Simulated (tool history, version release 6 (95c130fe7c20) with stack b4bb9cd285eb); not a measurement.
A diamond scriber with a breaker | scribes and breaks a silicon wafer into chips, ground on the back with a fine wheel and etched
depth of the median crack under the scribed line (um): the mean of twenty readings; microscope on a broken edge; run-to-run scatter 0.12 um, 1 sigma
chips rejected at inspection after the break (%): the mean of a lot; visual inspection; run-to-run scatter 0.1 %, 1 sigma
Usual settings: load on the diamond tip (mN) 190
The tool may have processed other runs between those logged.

| run | hour | load on the diamond tip (mN) | wafers since the last listed run | hours since the diamond tip was replaced | hours since the load on the tip was calibrated | incoming depth of the damage left on the back of the incoming wafer, um | depth of the median crack under the scribed line (um) | chips rejected at inspection after the break (%) |
|---|---|---|---|---|---|---|---|---|
| 1 | 0 | 190 | 0 | 933.3 | 302 | 0.59 | 8.76 | 8.5 |
| 2 | 32.8 | 190 | 135 | 966.1 | 334.8 | 0.7 | 8.7 | 9.66 |
| 3 | 68.4 | 190 | 147 | 1001.7 | 370.4 | 0.36 | 8.52 | 9.71 |
| 4 | 89.9 | 190 | 88 | 1023.2 | 391.9 | 0.48 | 8.47 | 9.98 |
| 5 | 139.5 | 214 | 205 | 1072.8 | 441.5 | 0.76 | 8.73 | 6.68 |
| 6 | 152.2 | 231 | 52 | 1085.5 | 454.2 | 0.55 | 9.29 | 5.36 |
| 7 | 180.7 | 231 | 117 | 1114 | 482.7 | 0.51 | 9.23 | 5.71 |
|  | 194.3 | diamond tip replaced by a new one |
| 8 | 208.9 | 190 | 108 | 14.6 | 510.9 | 0.71 | 10.13 | 2.7 |
| 9 | 239.2 | 190 | 125 | 44.9 | 541.2 | 0.44 | 10.2 | 2.59 |
| 10 | 255.7 | 190 | 68 | 61.4 | 557.7 | 0.44 | 9.96 | 2.56 |
| 11 | 288.2 | 163 | 134 | 93.9 | 590.2 | 0.35 | 9.23 | 5.99 |
|  | 294.2 | load on the tip recalibrated |
| 12 | 320.9 | 190 | 127 | 126.6 | 26.7 | 0.68 | 10.44 | 1.84 |
| 13 | 356 | 213 | 145 | 161.7 | 61.8 | 0.55 | 11.15 | 1.64 |
| 14 | 375.8 | 228 | 81 | 181.5 | 81.6 | 0.34 | 11.25 | 1.5 |
| 15 | 399.7 | 162 | 98 | 205.4 | 105.5 | 0.63 | 9.27 | 5.34 |
| 16 | 433.8 | 243 | 141 | 239.5 | 139.6 | 0.34 | 11.7 | 1.9 |
| 17 | 468.3 | 190 | 142 | 274 | 174.1 | 0.6 | 10.04 | 2.83 |

Run 18 is up next; what results do you expect?
| 18 | 494.6 | 141 | 108 | 300.3 | 200.4 | 0.53 | ? | ? |

For run 18 the tool returned depth of the median crack under the scribed line (um) 8.42, chips rejected at inspection after the break (%) 10.44.
Without the tool's hidden state the same run would have given depth of the median crack under the scribed line (um) 9.46, chips rejected at inspection after the break (%) 4.53.

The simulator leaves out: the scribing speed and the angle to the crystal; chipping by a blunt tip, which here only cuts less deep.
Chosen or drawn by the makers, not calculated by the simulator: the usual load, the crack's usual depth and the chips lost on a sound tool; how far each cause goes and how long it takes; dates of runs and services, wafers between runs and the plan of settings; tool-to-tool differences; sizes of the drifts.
